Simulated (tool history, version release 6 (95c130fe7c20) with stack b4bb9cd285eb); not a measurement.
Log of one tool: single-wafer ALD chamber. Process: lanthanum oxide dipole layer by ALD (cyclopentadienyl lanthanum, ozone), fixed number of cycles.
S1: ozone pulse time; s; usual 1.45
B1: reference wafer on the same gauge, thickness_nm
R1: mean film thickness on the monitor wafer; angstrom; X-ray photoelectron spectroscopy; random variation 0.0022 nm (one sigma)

run	hour	S1	B1	R1
1	0.0	1.66	0.594	5.76
2	12.2	1.66	0.593	5.75
3	41.4	1.66	0.592	5.76
4	64.0	1.45	0.594	5.64
5	96.8	1.45	0.593	5.62
6	110.8	1.45	0.593	5.66
7	208.3	1.45	0.593	5.65
8	222.0	1.45	0.592	5.63
9	245.4	1.45	0.593	5.62
10	263.8	1.45	0.593	5.61
11	296.1	1.45	0.594	5.64
12	323.7	1.45	0.594	5.63
13	335.9	1.45	0.593	5.64
14	397.0	1.04	0.593	5.22
15	414.5	1.04	0.593	5.21
16	447.0	1.14	0.593	5.35
17	481.8	1.30	0.593	5.52
18	517.2	2.00	0.592	5.83
19	551.5	1.45	0.593	5.60
20	577.8	1.76	0.593	5.76
21	593.6	1.78	0.592	5.78
22	616.1	1.45	0.593	5.64
23	647.1	1.82	0.594	5.77
24	673.9	1.45	0.593	5.64
25	692.5	1.73	0.594	5.80
26	714.8	1.95	0.592	5.83
27	737.3	1.87	0.593	5.82
28	764.7	1.07	0.593	5.26
29	783.2	1.45	0.593	5.65
30	810.9	1.71	0.593	5.74

Not shown: 5 entries that the log had between the listed runs. Between which runs, and how does the tool's hidden state differ before and after?
Between runs 6 and 7: gauge calibrated (hour 114.0)
  no hidden state differs between the two runs
Between runs 11 and 12: ozone generator serviced (hour 323.2)
  no hidden state differs between the two runs
Between runs 14 and 15: thermocouple changed; heater temperature recalibrated (hour 411.4)
  no hidden state differs between the two runs
Between runs 15 and 16: showerhead replaced (hour 432.1)
  no hidden state differs between the two runs
Between runs 20 and 21: gauge calibrated (hour 592.9)
  no hidden state differs between the two runs
